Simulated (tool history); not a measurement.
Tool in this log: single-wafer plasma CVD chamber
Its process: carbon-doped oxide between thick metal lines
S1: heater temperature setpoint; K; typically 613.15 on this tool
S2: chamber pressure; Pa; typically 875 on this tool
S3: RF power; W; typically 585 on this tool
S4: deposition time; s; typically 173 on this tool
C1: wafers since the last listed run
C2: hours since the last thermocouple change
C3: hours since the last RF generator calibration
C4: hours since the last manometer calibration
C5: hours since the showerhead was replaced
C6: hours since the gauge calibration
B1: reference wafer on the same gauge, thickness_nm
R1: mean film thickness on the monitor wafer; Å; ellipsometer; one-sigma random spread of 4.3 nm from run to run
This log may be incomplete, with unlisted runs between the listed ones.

run 1 hour=0 | S1=608.15 S2=875 S3=585 S4=173 | C1=0 C2=581.7 C3=1224 C4=1161.9 C5=6029.4 C6=1732 | B1=1079.696 | R1=10754.35
run 2 hour=46.7 | S1=613.15 S2=875 S3=585 S4=173 | C1=447 C2=628.4 C3=1270.7 C4=1208.6 C5=6076.1 C6=1778.7 | B1=1080.193 | R1=10637.78
run 3 hour=83.1 | S1=613.15 S2=875 S3=585 S4=173 | C1=348 C2=664.8 C3=1307.1 C4=1245 C5=6112.5 C6=1815.1 | B1=1079.32 | R1=10679.63
run 4 hour=178.1 | S1=613.15 S2=875 S3=585 S4=173 | C1=910 C2=759.8 C3=1402.1 C4=1340 C5=6207.5 C6=1910.1 | B1=1077.523 | R1=10649.08
run 5 hour=236.8 | S1=613.15 S2=761 S3=585 S4=173 | C1=562 C2=818.5 C3=1460.8 C4=1398.7 C5=6266.2 C6=1968.8 | B1=1079.816 | R1=10323.45
run 6 hour=326.1 | S1=613.15 S2=875 S3=585 S4=173 | C1=855 C2=907.8 C3=1550.1 C4=1488 C5=6355.5 C6=2058.1 | B1=1079.913 | R1=10608.17
run 7 hour=400.4 | S1=613.15 S2=875 S3=585 S4=173 | C1=711 C2=982.1 C3=1624.4 C4=1562.3 C5=6429.8 C6=2132.4 | B1=1079.893 | R1=10674.47
run 8 hour=444.1 | S1=613.15 S2=875 S3=505 S4=173 | C1=418 C2=1025.8 C3=1668.1 C4=1606 C5=6473.5 C6=2176.1 | B1=1080.913 | R1=9977.51
run 9 hour=502.9 | S1=613.15 S2=875 S3=505 S4=173 | C1=563 C2=1084.6 C3=1726.9 C4=1664.8 C5=6532.3 C6=2234.9 | B1=1079.986 | R1=9920.44
run 10 hour=659 | S1=613.15 S2=875 S3=585 S4=173 | C1=1495 C2=1240.7 C3=1883 C4=1820.9 C5=6688.4 C6=2391 | B1=1080.817 | R1=10611.57
run 11 hour=731.5 | S1=613.15 S2=875 S3=585 S4=155 | C1=694 C2=1313.2 C3=1955.5 C4=1893.4 C5=6760.9 C6=2463.5 | B1=1079.017 | R1=9565.95
run 12 hour=804.3 | S1=600.15 S2=875 S3=585 S4=173 | C1=697 C2=1386 C3=2028.3 C4=1966.2 C5=6833.7 C6=2536.3 | B1=1081.254 | R1=11334.9
-- hour=838.8 RF generator calibrated
run 13 hour=852.1 | S1=613.15 S2=875 S3=585 S4=173 | C1=381 C2=1433.8 C3=13.3 C4=2014 C5=6881.5 C6=2584.1 | B1=1080.553 | R1=10710.7
run 14 hour=889.2 | S1=613.15 S2=875 S3=490 S4=173 | C1=355 C2=1470.9 C3=50.4 C4=2051.1 C5=6918.6 C6=2621.2 | B1=1081.149 | R1=9852.19
run 15 hour=944.7 | S1=613.15 S2=945 S3=695 S4=148 | C1=531 C2=1526.4 C3=105.9 C4=2106.6 C5=6974.1 C6=2676.7 | B1=1079.75 | R1=10154.54
-- hour=992.9 capacitance manometer re-zeroed and calibrated
run 16 hour=1031.8 | S1=613.15 S2=875 S3=585 S4=186 | C1=757 C2=1613.5 C3=193 C4=38.9 C5=7061.2 C6=2763.8 | B1=1078.55 | R1=11561.11
run 17 hour=1122.7 | S1=624.15 S2=711 S3=655 S4=152 | C1=870 C2=1704.4 C3=283.9 C4=129.8 C5=7152.1 C6=2854.7 | B1=1077.018 | R1=9217.16
-- hour=1148.9 gauge calibrated
run 18 hour=1176.6 | S1=613.15 S2=1017 S3=625 S4=173 | C1=516 C2=1758.3 C3=337.8 C4=183.7 C5=7206 C6=27.7 | B1=1079.938 | R1=11368.21
run 19 hour=1236.6 | S1=617.15 S2=875 S3=475 S4=173 | C1=574 C2=1818.3 C3=397.8 C4=243.7 C5=7266 C6=87.7 | B1=1079.521 | R1=9599.08
-- hour=1290.9 showerhead replaced
run 20 hour=1304.4 | S1=613.15 S2=875 S3=585 S4=173 | C1=572 C2=1886.1 C3=465.6 C4=311.5 C5=13.5 C6=155.5 | B1=1081.379 | R1=10888.54
-- hour=1315.1 thermocouple changed; heater temperature recalibrated
run 21 hour=1398.7 | S1=604.15 S2=875 S3=585 S4=141 | C1=826 C2=83.6 C3=559.9 C4=405.8 C5=107.8 C6=249.8 | B1=1080.732 | R1=8919.88
run 22 hour=1435.7 | S1=625.15 S2=1060 S3=585 S4=206 | C1=354 C2=120.6 C3=596.9 C4=442.8 C5=144.8 C6=286.8 | B1=1079.446 | R1=12426.98
run 23 hour=1506.6 | S1=604.15 S2=815 S3=665 S4=173 | C1=679 C2=191.5 C3=667.8 C4=513.7 C5=215.7 C6=357.7 | B1=1079.54 | R1=11497.16
run 24 hour=1598.1 | S1=613.15 S2=1017 S3=625 S4=173 | C1=876 C2=283 C3=759.3 C4=605.2 C5=307.2 C6=449.2 | B1=1081.18 | R1=11199.8
run 25 hour=1689.8 | S1=617.15 S2=875 S3=505 S4=139 | C1=878 C2=374.7 C3=851 C4=696.9 C5=398.9 C6=540.9 | B1=1079.518 | R1=7825.14
run 26 hour=1749.4 | S1=613.15 S2=875 S3=585 S4=173 | C1=571 C2=434.3 C3=910.6 C4=756.5 C5=458.5 C6=600.5 | B1=1078.7 | R1=10658.99
run 27 hour=1852 | S1=613.15 S2=964 S3=535 S4=173 | C1=982 C2=536.9 C3=1013.2 C4=859.1 C5=561.1 C6=703.1 | B1=1081.536 | R1=10231.91
run 28 hour=1940.7 | S1=613.15 S2=875 S3=650 S4=173 | C1=849 C2=625.6 C3=1101.9 C4=947.8 C5=649.8 C6=791.8 | B1=1078.795 | R1=11175.49

What differs in the tool's unlogged condition from the final listed run ahead of each entry between runs to the first listed run following it?
Run 12 -> run 13: RF generator calibrated (hour 838.8)
  wafer temperature above the value expected at the setpoint (K): -3.88 -> -4.14
  the result without the hidden state subtracted from the measured one, R1: +166.27 -> +148.83 Å
Run 15 -> run 16: capacitance manometer re-zeroed and calibrated (hour 992.9)
  wafer temperature above the value expected at the setpoint (K): -4.67 -> -5.2
  the result without the hidden state subtracted from the measured one, R1: +159.27 -> +201.98 Å
Run 17 -> run 18: gauge calibrated (hour 1148.9)
  wafer temperature above the value expected at the setpoint (K): -5.79 -> -6.15
  the result without the hidden state subtracted from the measured one, R1: +156.24 -> +234.85 Å
Run 19 -> run 20: showerhead replaced (hour 1290.9)
  wafer temperature above the value expected at the setpoint (K): -6.57 -> -7.05
  the result without the hidden state subtracted from the measured one, R1: +200.05 -> +258.06 Å
Run 20 -> run 21: thermocouple changed; heater temperature recalibrated (hour 1315.1)
  wafer temperature above the value expected at the setpoint (K): -7.05 -> -0.751
  the result without the hidden state subtracted from the measured one, R1: +258.06 -> +24.96 Å

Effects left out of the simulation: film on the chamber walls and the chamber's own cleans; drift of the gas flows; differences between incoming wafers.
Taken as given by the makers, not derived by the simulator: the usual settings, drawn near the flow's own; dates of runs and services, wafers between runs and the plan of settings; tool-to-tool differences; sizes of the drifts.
